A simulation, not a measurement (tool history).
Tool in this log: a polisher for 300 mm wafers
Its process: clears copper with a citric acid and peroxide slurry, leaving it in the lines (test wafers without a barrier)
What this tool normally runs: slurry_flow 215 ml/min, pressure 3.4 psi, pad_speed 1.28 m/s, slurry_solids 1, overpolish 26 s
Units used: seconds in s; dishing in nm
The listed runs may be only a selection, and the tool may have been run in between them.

| run | day | slurry_flow | pressure | pad_speed | slurry_solids | overpolish | wafers since the last listed run | wafers polished on this pad | hours since the slurry nozzle was cleaned | hours since the head pressure was calibrated | hours since the slurry blender was calibrated | incoming thickness of the incoming film, nm | seconds | dishing |
|---|---|---|---|---|---|---|---|---|---|---|---|---|---|---|
| 1 | 0 | 215 | 3.4 | 1.46 | 1 | 26 | 0 | 77 | 457.6 | 1167.3 | 126 | 446.4 | 114.3 | 57.7 |
|  | 0.25 | slurry blender recalibrated |
| 2 | 0.717 | 215 | 3.4 | 1.46 | 1 | 26 | 90 | 168 | 474.8 | 1184.5 | 11.2 | 449 | 118 | 59.7 |
| 3 | 1.192 | 215 | 3.4 | 1.46 | 1 | 26 | 68 | 236 | 486.2 | 1195.9 | 22.6 | 445.8 | 116.1 | 56.1 |
| 4 | 3.125 | 215 | 3.4 | 1.28 | 1.2 | 26 | 277 | 513 | 532.6 | 1242.3 | 69 | 449.5 | 129.8 | 55.1 |
| 5 | 3.425 | 215 | 3.4 | 1.28 | 1 | 26 | 43 | 556 | 539.8 | 1249.5 | 76.2 | 452.5 | 137.2 | 55.1 |
| 6 | 3.717 | 215 | 3.4 | 1.28 | 1 | 36 | 41 | 598 | 546.8 | 1256.5 | 83.2 | 447.1 | 131.6 | 66.5 |
| 7 | 4.421 | 215 | 3.4 | 1.28 | 1 | 36 | 100 | 699 | 563.7 | 1273.4 | 100.1 | 440.1 | 131 | 65.7 |
|  | 4.633 | slurry nozzle cleaned |
| 8 | 5.008 | 215 | 3.4 | 1.28 | 1 | 36 | 78 | 777 | 9 | 1287.5 | 114.2 | 451.2 | 135.6 | 65.1 |
| 9 | 6.133 | 215 | 3.4 | 1.28 | 1 | 26 | 161 | 938 | 36 | 1314.5 | 141.2 | 451 | 137.3 | 53.2 |
|  | 6.429 | slurry blender recalibrated |
|  | 6.438 | head pressure recalibrated |
| 10 | 6.788 | 215 | 2.6 | 1.28 | 1 | 26 | 80 | 1019 | 51.7 | 8.4 | 8.6 | 440.1 | 163.7 | 45.1 |
| 11 | 7.188 | 215 | 3.4 | 1.28 | 1 | 26 | 57 | 1076 | 61.3 | 18 | 18.2 | 444.9 | 139 | 52.1 |
|  | 7.638 | worn pad replaced by a new one |
| 12 | 7.658 | 215 | 2.7 | 1.28 | 0.8 | 26 | 43 | 3 | 72.6 | 29.3 | 29.5 | 444.7 | 151.3 | 49.8 |
| 13 | 8.225 | 175 | 2.5 | 1.28 | 1 | 26 | 81 | 84 | 86.2 | 42.9 | 43.1 | 451.6 | 163.6 | 46.6 |
| 14 | 8.667 | 215 | 3.4 | 1.28 | 1 | 26 | 63 | 147 | 96.8 | 53.5 | 53.7 | 444.1 | 125.3 | 55.6 |
| 15 | 9.042 | 185 | 3.4 | 1.28 | 1 | 34 | 53 | 201 | 105.8 | 62.5 | 62.7 | 440.3 | 126.7 | 64.3 |
| 16 | 10.538 | 195 | 3.4 | 1.28 | 0.8 | 26 | 214 | 415 | 141.7 | 98.4 | 98.6 | 443.7 | 135.8 | 53.3 |
| 17 | 10.879 | 215 | 3.4 | 1.28 | 1 | 26 | 48 | 464 | 149.9 | 106.6 | 106.8 | 457.1 | 133.3 | 55.1 |
| 18 | 11.192 | 165 | 2.4 | 1 | 1 | 31 | 44 | 509 | 157.4 | 114.1 | 114.3 | 440.9 | 204.3 | 43.4 |
| 19 | 11.821 | 215 | 3.4 | 0.92 | 0.85 | 26 | 90 | 599 | 172.5 | 129.2 | 129.4 | 457 | 171.6 | 46.5 |

Below are 4 alternative next runs, each starting from the tool's condition after run 19. Predict each:
| A | 11.842 | 215 | 3.4 | 1.28 | 1 | 26 | 2 | 602 | 173 | 129.7 | 129.9 | 448.1 | ? | ? |
| B | 11.842 | 250 | 3.4 | 1.28 | 1.3 | 26 | 2 | 602 | 173 | 129.7 | 129.9 | 448.1 | ? | ? |
| C | 11.842 | 260 | 3.4 | 1.28 | 0.85 | 36 | 2 | 602 | 173 | 129.7 | 129.9 | 448.1 | ? | ? |
| D | 11.842 | 215 | 3.4 | 1.4 | 1 | 21 | 2 | 602 | 173 | 129.7 | 129.9 | 448.1 | ? | ? |

| run | seconds | dishing |
|---|---|---|
| A | 131.6 | 53.1 |
| B | 125 | 55 |
| C | 131 | 65.6 |
| D | 123 | 47.8 |
What these runs would have given with no unlogged condition in the tool:
| run | seconds | dishing |
|---|---|---|
| A | 127.1 | 54.3 |
| B | 120.7 | 56.3 |
| C | 126.6 | 67 |
| D | 118.8 | 49 |
